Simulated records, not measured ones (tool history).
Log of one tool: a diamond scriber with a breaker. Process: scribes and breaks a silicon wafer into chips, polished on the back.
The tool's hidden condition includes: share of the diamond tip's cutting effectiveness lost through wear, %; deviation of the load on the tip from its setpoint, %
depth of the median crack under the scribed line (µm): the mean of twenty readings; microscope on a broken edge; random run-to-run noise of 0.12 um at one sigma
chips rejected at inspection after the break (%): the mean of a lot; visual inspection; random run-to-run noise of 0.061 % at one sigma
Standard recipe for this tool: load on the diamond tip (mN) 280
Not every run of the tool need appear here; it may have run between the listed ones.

run,hour,load on the diamond tip (mN),wafers since the last listed run,hours since the diamond tip was replaced,hours since the load on the tip was calibrated,"incoming depth of the damage left on the back of the incoming wafer, um",depth of the median crack under the scribed line (µm),chips rejected at inspection after the break (%)
1,0,308,0,1099.9,449.5,0.01,12.4,4.1
2,15.1,308,19,1115,464.6,0.02,12.34,3.92
3,24.1,308,11,1124,473.6,0.05,12.38,3.67
4,38.7,280,18,1138.6,488.2,0.02,11.65,6.72
5,46.4,280,9,1146.3,495.9,0.03,11.55,7.84
6,63.8,280,22,1163.7,513.3,0.02,11.54,7.58
7,115.6,280,65,1215.5,565.1,0.02,11.08,8.47
8,123.4,280,9,1223.3,572.9,0.03,11.18,7.97
# hour 137.2: load on the tip recalibrated
9,137.7,280,15,1237.6,0.5,0.03,11.19,8.93
10,142,217,5,1241.9,4.8,0.05,9.47,20.29
11,158.3,280,20,1258.2,21.1,0.05,10.9,9.54
12,200.5,280,53,1300.4,63.3,0.05,10.88,10.2
13,207.1,280,8,1307,69.9,0.01,10.82,10.94
# hour 209.6: diamond tip replaced by a new one
14,220,340,13,10.4,82.8,0.02,15.72,2.84
15,227.9,280,9,18.3,90.7,0.02,14,1.24
16,238.6,226,13,29,101.4,0.03,12.31,3.76
17,245.4,249,8,35.8,108.2,0.03,12.99,2.09
18,262.3,280,21,52.7,125.1,0.03,13.96,1.3
19,269.7,280,9,60.1,132.5,0.01,14.18,1.35
20,286.9,207,21,77.3,149.7,0.02,11.85,6.55
21,298.2,280,14,88.6,161,0.05,14.04,1.26
22,304.2,348,7,94.6,167,0.05,16,3.17
23,314.5,321,13,104.9,177.3,0.05,15.45,1.79
24,326.7,344,15,117.1,189.5,0.04,16.04,2.98
25,356.1,231,37,146.5,218.9,0.04,12.44,3.47
26,365.7,280,12,156.1,228.5,0.03,13.9,1.29
27,382.6,331,21,173,245.4,0.04,15.73,2.11
28,397.1,280,18,187.5,259.9,0.04,13.99,1.29
29,405.2,335,10,195.6,268,0.04,15.49,2.38

Here are 4 independent what-if runs from the current tool condition. What would each one return?
A,405.9,280,0,196.3,268.7,0.03,?,?
B,405.9,233,0,196.3,268.7,0.03,?,?
C,405.9,336,0,196.3,268.7,0.03,?,?
D,405.9,330,0,196.3,268.7,0.03,?,?

run,depth of the median crack under the scribed line (µm),chips rejected at inspection after the break (%)
A,14.03,1.17
B,12.56,3.27
C,15.69,2.2
D,15.51,1.96
The same runs, with their run-to-run variation unchanged, on a tool lacking any hidden condition would have given:
run,depth of the median crack under the scribed line (µm),chips rejected at inspection after the break (%)
A,14.31,1.12
B,12.81,2.68
C,16,2.7
D,15.82,2.41

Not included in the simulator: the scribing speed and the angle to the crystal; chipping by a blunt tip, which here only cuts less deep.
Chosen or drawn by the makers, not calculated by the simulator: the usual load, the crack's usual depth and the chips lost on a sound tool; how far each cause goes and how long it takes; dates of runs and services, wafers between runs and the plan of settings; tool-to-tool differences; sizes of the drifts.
